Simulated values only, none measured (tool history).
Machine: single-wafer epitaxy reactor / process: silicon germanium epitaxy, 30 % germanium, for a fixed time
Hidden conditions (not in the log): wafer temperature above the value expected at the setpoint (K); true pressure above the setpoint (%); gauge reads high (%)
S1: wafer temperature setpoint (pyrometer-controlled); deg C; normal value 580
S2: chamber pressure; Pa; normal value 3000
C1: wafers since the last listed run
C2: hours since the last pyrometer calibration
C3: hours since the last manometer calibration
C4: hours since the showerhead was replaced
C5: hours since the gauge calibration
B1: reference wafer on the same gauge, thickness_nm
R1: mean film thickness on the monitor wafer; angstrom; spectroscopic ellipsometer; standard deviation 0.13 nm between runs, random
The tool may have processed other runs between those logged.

run 1 hour=0 | S1=580 S2=2813 | C1=0 C2=371.7 C3=1031.5 C4=4646.1 C5=408.4 | B1=38.207 | R1=378.64
run 2 hour=15.2 | S1=580 S2=2813 | C1=250 C2=386.9 C3=1046.7 C4=4661.3 C5=423.6 | B1=38.193 | R1=381.07
run 3 hour=44.8 | S1=580 S2=3000 | C1=488 C2=416.5 C3=1076.3 C4=4690.9 C5=453.2 | B1=38.203 | R1=394.42
run 4 hour=59.9 | S1=580 S2=3000 | C1=249 C2=431.6 C3=1091.4 C4=4706 C5=468.3 | B1=38.221 | R1=392.95
run 5 hour=91 | S1=574 S2=2426 | C1=513 C2=462.7 C3=1122.5 C4=4737.1 C5=499.4 | B1=38.221 | R1=303.32
run 6 hour=115.8 | S1=574 S2=2426 | C1=409 C2=487.5 C3=1147.3 C4=4761.9 C5=524.2 | B1=38.21 | R1=305.54
run 7 hour=135.1 | S1=574 S2=2426 | C1=318 C2=506.8 C3=1166.6 C4=4781.2 C5=543.5 | B1=38.173 | R1=302.93
run 8 hour=161.2 | S1=580 S2=2466 | C1=430 C2=532.9 C3=1192.7 C4=4807.3 C5=569.6 | B1=38.209 | R1=353.24
run 9 hour=193.8 | S1=580 S2=3000 | C1=537 C2=565.5 C3=1225.3 C4=4839.9 C5=602.2 | B1=38.23 | R1=393.48
run 10 hour=207.1 | S1=580 S2=3000 | C1=219 C2=578.8 C3=1238.6 C4=4853.2 C5=615.5 | B1=38.174 | R1=392.98
run 11 hour=238.4 | S1=580 S2=3000 | C1=516 C2=610.1 C3=1269.9 C4=4884.5 C5=646.8 | B1=38.188 | R1=394.36
run 12 hour=272.7 | S1=580 S2=3000 | C1=565 C2=644.4 C3=1304.2 C4=4918.8 C5=681.1 | B1=38.202 | R1=393.69
run 13 hour=295.4 | S1=580 S2=3000 | C1=374 C2=667.1 C3=1326.9 C4=4941.5 C5=703.8 | B1=38.168 | R1=393.16
run 14 hour=330.2 | S1=580 S2=3000 | C1=574 C2=701.9 C3=1361.7 C4=4976.3 C5=738.6 | B1=38.215 | R1=392.55
run 15 hour=344.2 | S1=568 S2=3000 | C1=231 C2=715.9 C3=1375.7 C4=4990.3 C5=752.6 | B1=38.204 | R1=300.21
run 16 hour=367.3 | S1=568 S2=3000 | C1=381 C2=739 C3=1398.8 C4=5013.4 C5=775.7 | B1=38.214 | R1=301.58
-- hour=378.9 capacitance manometer re-zeroed and calibrated
run 17 hour=393.9 | S1=574 S2=2426 | C1=306 C2=765.6 C3=15 C4=5040 C5=802.3 | B1=38.196 | R1=306.72
run 18 hour=419.7 | S1=589 S2=3000 | C1=425 C2=791.4 C3=40.8 C4=5065.8 C5=828.1 | B1=38.191 | R1=477.39
run 19 hour=446.4 | S1=591 S2=3000 | C1=440 C2=818.1 C3=67.5 C4=5092.5 C5=854.8 | B1=38.234 | R1=499.85
run 20 hour=462.6 | S1=574 S2=2720 | C1=267 C2=834.3 C3=83.7 C4=5108.7 C5=871 | B1=38.193 | R1=326.22
run 21 hour=494.3 | S1=580 S2=3000 | C1=523 C2=866 C3=115.4 C4=5140.4 C5=902.7 | B1=38.228 | R1=392.7
run 22 hour=513.2 | S1=566 S2=3000 | C1=311 C2=884.9 C3=134.3 C4=5159.3 C5=921.6 | B1=38.218 | R1=289.67
-- hour=535.5 showerhead replaced
run 23 hour=538.2 | S1=590 S2=3506 | C1=280 C2=909.9 C3=159.3 C4=2.7 C5=946.6 | B1=38.193 | R1=531.96
run 24 hour=552.2 | S1=566 S2=3426 | C1=231 C2=923.9 C3=173.3 C4=16.7 C5=960.6 | B1=38.202 | R1=309.83
run 25 hour=571.8 | S1=570 S2=3453 | C1=323 C2=943.5 C3=192.9 C4=36.3 C5=980.2 | B1=38.206 | R1=340.27
-- hour=579.9 pyrometer calibrated
-- hour=591.2 gauge calibrated
run 26 hour=604.4 | S1=580 S2=3213 | C1=405 C2=24.5 C3=225.5 C4=68.9 C5=13.2 | B1=38.217 | R1=409.09
run 27 hour=626.8 | S1=576 S2=2560 | C1=369 C2=46.9 C3=247.9 C4=91.3 C5=35.6 | B1=38.212 | R1=328.81
run 28 hour=653.7 | S1=580 S2=3306 | C1=443 C2=73.8 C3=274.8 C4=118.2 C5=62.5 | B1=38.177 | R1=416.01
run 29 hour=689.6 | S1=580 S2=3000 | C1=592 C2=109.7 C3=310.7 C4=154.1 C5=98.4 | B1=38.207 | R1=390.7
run 30 hour=722.1 | S1=580 S2=3000 | C1=536 C2=142.2 C3=343.2 C4=186.6 C5=130.9 | B1=38.188 | R1=392.22
run 31 hour=751.9 | S1=570 S2=3520 | C1=491 C2=172 C3=373 C4=216.4 C5=160.7 | B1=38.187 | R1=341.53
run 32 hour=775 | S1=594 S2=3000 | C1=381 C2=195.1 C3=396.1 C4=239.5 C5=183.8 | B1=38.205 | R1=529.06
run 33 hour=810.4 | S1=569 S2=2760 | C1=584 C2=230.5 C3=431.5 C4=274.9 C5=219.2 | B1=38.202 | R1=291.76
run 34 hour=841.9 | S1=580 S2=3000 | C1=519 C2=262 C3=463 C4=306.4 C5=250.7 | B1=38.216 | R1=393.7
run 35 hour=871.8 | S1=580 S2=3000 | C1=493 C2=291.9 C3=492.9 C4=336.3 C5=280.6 | B1=38.192 | R1=391.76
run 36 hour=890.9 | S1=565 S2=2466 | C1=315 C2=311 C3=512 C4=355.4 C5=299.7 | B1=38.189 | R1=250.96

Predict each of these 3 candidate next runs independently; none follows another, all start after run 36:
run A hour=891.3 | S1=580 S2=3000 | C1=6 C2=311.4 C3=512.4 C4=355.8 C5=300.1 | B1=? | R1=?
run B hour=891.3 | S1=580 S2=2533 | C1=6 C2=311.4 C3=512.4 C4=355.8 C5=300.1 | B1=? | R1=?
run C hour=891.3 | S1=571 S2=3000 | C1=6 C2=311.4 C3=512.4 C4=355.8 C5=300.1 | B1=? | R1=?

run=A B1=38.155 R1=392.62
run=B B1=38.155 R1=355.58
run=C B1=38.155 R1=321.87
Stripped of hidden state, with their random variation kept, the same runs would have yielded:
run=A R1=392.62
run=B R1=355.58
run=C R1=321.87
